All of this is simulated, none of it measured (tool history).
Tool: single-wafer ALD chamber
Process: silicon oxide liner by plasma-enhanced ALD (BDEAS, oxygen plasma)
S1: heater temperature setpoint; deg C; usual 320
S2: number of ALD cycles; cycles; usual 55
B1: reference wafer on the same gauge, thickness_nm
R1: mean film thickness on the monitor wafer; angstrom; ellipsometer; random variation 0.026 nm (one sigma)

| run | hour | S1 | S2 | B1 | R1 |
|---|---|---|---|---|---|
| 1 | 0.0 | 320 | 55 | 5.721 | 49.53 |
| 2 | 67.0 | 328 | 52 | 5.725 | 46.40 |
| 3 | 130.9 | 328 | 52 | 5.724 | 46.47 |
| 4 | 183.8 | 328 | 52 | 5.719 | 46.34 |
| 5 | 239.0 | 308 | 50 | 5.719 | 45.98 |
| 6 | 283.3 | 308 | 50 | 5.713 | 46.23 |
|  | 344.9 | gauge calibrated |
| 7 | 351.3 | 308 | 50 | 5.718 | 45.86 |
| 8 | 387.5 | 320 | 55 | 5.709 | 49.51 |
| 9 | 426.8 | 320 | 55 | 5.718 | 49.84 |
| 10 | 460.8 | 320 | 55 | 5.721 | 49.83 |
| 11 | 529.6 | 320 | 55 | 5.723 | 49.32 |
| 12 | 590.1 | 306 | 55 | 5.727 | 50.62 |
| 13 | 627.3 | 327 | 46 | 5.726 | 41.28 |
| 14 | 664.1 | 329 | 55 | 5.723 | 49.22 |
|  | 674.9 | thermocouple changed; heater temperature recalibrated |
| 15 | 707.1 | 327 | 58 | 5.719 | 51.27 |
| 16 | 735.8 | 311 | 58 | 5.717 | 52.69 |
| 17 | 787.7 | 320 | 55 | 5.713 | 49.80 |
| 18 | 849.0 | 308 | 47 | 5.725 | 43.24 |
| 19 | 926.6 | 320 | 55 | 5.717 | 50.14 |
| 20 | 1098.5 | 329 | 59 | 5.726 | 52.97 |

5 ways to go on from here, each from the tool as it stands after run 20. What would each give?
| A | 1099.0 | 326 | 55 | ? | ? |
| B | 1099.0 | 309 | 47 | ? | ? |
| C | 1099.0 | 308 | 55 | ? | ? |
| D | 1099.0 | 330 | 55 | ? | ? |
| E | 1099.0 | 315 | 63 | ? | ? |

| run | B1 | R1 |
|---|---|---|
| A | 5.717 | 49.89 |
| B | 5.717 | 43.57 |
| C | 5.717 | 51.05 |
| D | 5.717 | 49.63 |
| E | 5.717 | 57.96 |
Without the tool's hidden state the same runs would have given:
| run | R1 |
|---|---|
| A | 49.89 |
| B | 43.57 |
| C | 51.05 |
| D | 49.63 |
| E | 57.96 |
